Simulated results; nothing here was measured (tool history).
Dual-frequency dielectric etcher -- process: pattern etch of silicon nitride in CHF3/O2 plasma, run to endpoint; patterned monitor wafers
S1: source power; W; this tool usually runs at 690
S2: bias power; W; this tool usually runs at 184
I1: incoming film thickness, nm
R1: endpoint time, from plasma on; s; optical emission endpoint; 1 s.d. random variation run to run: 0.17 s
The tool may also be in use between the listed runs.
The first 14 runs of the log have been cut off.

| run | hour | S1 | S2 | I1 | R1 |
|---|---|---|---|---|---|
| 15 | 298.3 | 640 | 141 | 93.8 | 63.9 |
|  | 349.9 | wet clean of the chamber |
| 16 | 350.4 | 690 | 184 | 92.8 | 57.2 |
| 17 | 350.7 | 620 | 184 | 92.9 | 59 |
| 18 | 360.2 | 620 | 146 | 93.9 | 62.8 |
| 19 | 413.1 | 690 | 184 | 93.7 | 58 |
| 20 | 439.6 | 850 | 169 | 94.9 | 56.2 |
| 21 | 460 | 550 | 228 | 93 | 58.7 |
| 22 | 494.2 | 690 | 184 | 94 | 58.3 |
| 23 | 524.8 | 740 | 165 | 93 | 58.4 |
|  | 554.3 | bias power generator calibrated |
| 24 | 554.8 | 620 | 159 | 93.2 | 62 |
| 25 | 573.9 | 810 | 140 | 94.5 | 59.6 |
|  | 581.1 | source power generator calibrated |
| 26 | 602 | 760 | 184 | 94.2 | 57.2 |
| 27 | 614.2 | 600 | 143 | 93.9 | 64.6 |
| 28 | 646.8 | 560 | 213 | 92.8 | 59.8 |
| 29 | 662.5 | 690 | 165 | 94.5 | 60.5 |
| 30 | 677 | 590 | 214 | 93.9 | 59.6 |
| 31 | 698.6 | 570 | 161 | 94.5 | 65 |
| 32 | 725.9 | 690 | 184 | 93.2 | 58.4 |
| 33 | 746.2 | 690 | 184 | 92.8 | 58.8 |
| 34 | 766.6 | 630 | 145 | 93.2 | 64.1 |
| 35 | 790.1 | 750 | 167 | 94.1 | 59.2 |

What if the next run were any one of these 4? Each begins from the tool's condition after run 35:
| A | 790.5 | 690 | 205 | 93.9 | ? |
| B | 790.5 | 570 | 226 | 93.9 | ? |
| C | 790.5 | 810 | 214 | 93.9 | ? |
| D | 790.5 | 750 | 172 | 93.9 | ? |

| run | R1 |
|---|---|
| A | 58.4 |
| B | 60.3 |
| C | 55.1 |
| D | 59.2 |
With the hidden condition removed and each run's random variation left untouched, the same runs would have given:
| run | R1 |
|---|---|
| A | 56.3 |
| B | 58.1 |
| C | 53.2 |
| D | 57.1 |
